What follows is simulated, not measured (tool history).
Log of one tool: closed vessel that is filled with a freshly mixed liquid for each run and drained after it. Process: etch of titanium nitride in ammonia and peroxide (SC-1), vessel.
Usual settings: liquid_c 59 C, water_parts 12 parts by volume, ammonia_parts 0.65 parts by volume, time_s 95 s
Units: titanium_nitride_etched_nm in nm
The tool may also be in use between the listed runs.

run,hour,liquid_c,water_parts,ammonia_parts,time_s,wafers since the last listed run,hours since the thermometer was replaced,hours since the ammonia flow meter was replaced,hours since the drum of ammonia solution was connected,hours since the gauge calibration,"read-back film thickness of the titanium nitride reference wafer, read on the same gauge (nm)",titanium_nitride_etched_nm
1,0,59,12,0.65,95,0,2832.5,701.3,220.6,210.8,69.99,11.03
# hour 9.3: gauge calibrated
2,11.8,59,8.5,0.65,65,1220,2844.3,713.1,232.4,2.5,69.98,9.04
3,22.2,63,9.5,0.65,95,1076,2854.7,723.5,242.8,12.9,70.01,16.13
4,37.7,63,9.5,0.65,95,1603,2870.2,739,258.3,28.4,70,16.32
5,53.1,63,9.5,0.65,95,1593,2885.6,754.4,273.7,43.8,69.97,16.16
6,68.1,59,12,0.65,95,1552,2900.6,769.4,288.7,58.8,70,10.98
7,80,59,12,0.8,95,1231,2912.5,781.3,300.6,70.7,69.98,11.33
8,90.1,59,12,0.8,95,1045,2922.6,791.4,310.7,80.8,70,11.36
# hour 100.3: thermometer replaced
# hour 112.1: ammonia flow meter replaced
9,117.4,59,12,0.8,95,2617,17.1,5.3,338,108.1,69.99,13.49
10,126.7,59,8.5,0.65,95,962,26.4,14.6,347.3,117.4,70.01,15.61
11,134.8,59,8.5,0.65,95,838,34.5,22.7,355.4,125.5,69.96,15.61
12,150.4,59,12,0.65,95,1614,50.1,38.3,371,141.1,70.03,12.99
13,163.8,59,12,0.65,95,1386,63.5,51.7,384.4,154.5,70,13
14,172,62.5,18,0.65,95,848,71.7,59.9,392.6,162.7,69.98,13.1
15,184,59,12,0.65,95,1241,83.7,71.9,404.6,174.7,70.03,12.87
16,201.9,67,9,0.65,125,1852,101.6,89.8,422.5,192.6,70.01,33.04
17,213.9,51,17.5,0.35,95,1241,113.6,101.8,434.5,204.6,70.03,5.45
# hour 222.8: gauge calibrated
18,224.4,51,12,0.65,135,1086,124.1,112.3,445,1.6,70,10.6
19,233.1,59,12,0.65,95,900,132.8,121,453.7,10.3,70.03,12.89
20,243.4,63,9.5,0.65,95,1065,143.1,131.3,464,20.6,70,18.75
21,251.8,56.5,13.5,0.95,70,869,151.5,139.7,472.4,29,69.99,8.03
# hour 255.9: new drum of ammonia solution connected
22,268.9,59,12,0.65,95,1665,168.6,156.8,13,46.1,69.97,13.11
23,279.9,59,12,0.65,95,1138,179.6,167.8,24,57.1,70,13.01
24,297,62,15,0.9,125,1769,196.7,184.9,41.1,74.2,70,19.7
25,313.7,52,7.5,0.5,50,1727,213.4,201.6,57.8,90.9,69.99,5.2
26,330.7,59,16.5,0.4,95,1759,230.4,218.6,74.8,107.9,70,10.01
27,338.2,59,12,0.65,95,776,237.9,226.1,82.3,115.4,70,12.91
28,351.8,54,18,0.65,95,1407,251.5,239.7,95.9,129,70.01,7.43

Forecast each of these 4 alternatives for the next run:
A,352.5,59,12,0.65,95,72,252.2,240.4,96.6,129.7,?,?
B,352.5,59,18,0.65,80,72,252.2,240.4,96.6,129.7,?,?
C,352.5,49.5,7,0.65,95,72,252.2,240.4,96.6,129.7,?,?
D,352.5,59,12,0.45,80,72,252.2,240.4,96.6,129.7,?,?

run,"read-back film thickness of the titanium nitride reference wafer, read on the same gauge (nm)",titanium_nitride_etched_nm
A,70,12.99
B,70,8.79
C,70,8.95
D,70,10.25
Without the tool's hidden state the same runs would have given:
run,titanium_nitride_etched_nm
A,13.39
B,9.06
C,9.24
D,10.57

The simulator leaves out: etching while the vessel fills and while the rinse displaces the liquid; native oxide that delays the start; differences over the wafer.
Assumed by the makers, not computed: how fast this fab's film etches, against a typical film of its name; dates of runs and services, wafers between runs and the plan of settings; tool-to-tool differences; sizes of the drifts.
